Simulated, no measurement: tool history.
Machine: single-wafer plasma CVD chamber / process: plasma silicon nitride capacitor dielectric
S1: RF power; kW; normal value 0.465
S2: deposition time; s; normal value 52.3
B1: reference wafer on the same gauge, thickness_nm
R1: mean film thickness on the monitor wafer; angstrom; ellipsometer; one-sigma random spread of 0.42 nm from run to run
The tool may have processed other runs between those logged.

run 1 hour=0 | S1=0.465 S2=52.3 | B1=81.796 | R1=754.48
run 2 hour=104.2 | S1=0.465 S2=52.3 | B1=81.831 | R1=755.5
-- hour=127.5 gauge calibrated
run 3 hour=211.4 | S1=0.465 S2=52.3 | B1=81.913 | R1=759.14
run 4 hour=280.4 | S1=0.465 S2=52.3 | B1=81.486 | R1=755.31
run 5 hour=344.4 | S1=0.465 S2=52.3 | B1=81.804 | R1=759.47
run 6 hour=421.4 | S1=0.465 S2=56.3 | B1=81.811 | R1=818.84
run 7 hour=492.2 | S1=0.465 S2=56.3 | B1=81.783 | R1=820.38
run 8 hour=543.9 | S1=0.465 S2=52.3 | B1=81.527 | R1=759.32
run 9 hour=639.7 | S1=0.465 S2=52.3 | B1=81.427 | R1=747.41
run 10 hour=702.9 | S1=0.465 S2=52.3 | B1=81.782 | R1=746.08
run 11 hour=749 | S1=0.495 S2=43.2 | B1=81.616 | R1=636.69
run 12 hour=819.5 | S1=0.515 S2=55.6 | B1=81.649 | R1=815.04
run 13 hour=882.6 | S1=0.465 S2=58.9 | B1=81.766 | R1=842.75
run 14 hour=961.3 | S1=0.465 S2=52.3 | B1=81.593 | R1=748.97
run 15 hour=1018 | S1=0.51 S2=45.7 | B1=82.032 | R1=673.41
-- hour=1038.2 showerhead replaced
run 16 hour=1073.3 | S1=0.465 S2=52.3 | B1=81.786 | R1=741.97
-- hour=1078 gauge calibrated
-- hour=1250.9 RF generator calibrated
run 17 hour=1340.1 | S1=0.465 S2=55.8 | B1=81.947 | R1=817.12
run 18 hour=1382.3 | S1=0.545 S2=43.5 | B1=81.617 | R1=673.41
run 19 hour=1633.2 | S1=0.465 S2=52.3 | B1=81.985 | R1=758.93

Estimate the outcome of run 20 from the log above:
run 20 hour=1679.2 | S1=0.495 S2=57.8 | B1=? | R1=?

B1: 81.819
R1: 858.55 angstrom
The same run, on a tool lacking any hidden state, would have yielded R1 861.5 angstrom.

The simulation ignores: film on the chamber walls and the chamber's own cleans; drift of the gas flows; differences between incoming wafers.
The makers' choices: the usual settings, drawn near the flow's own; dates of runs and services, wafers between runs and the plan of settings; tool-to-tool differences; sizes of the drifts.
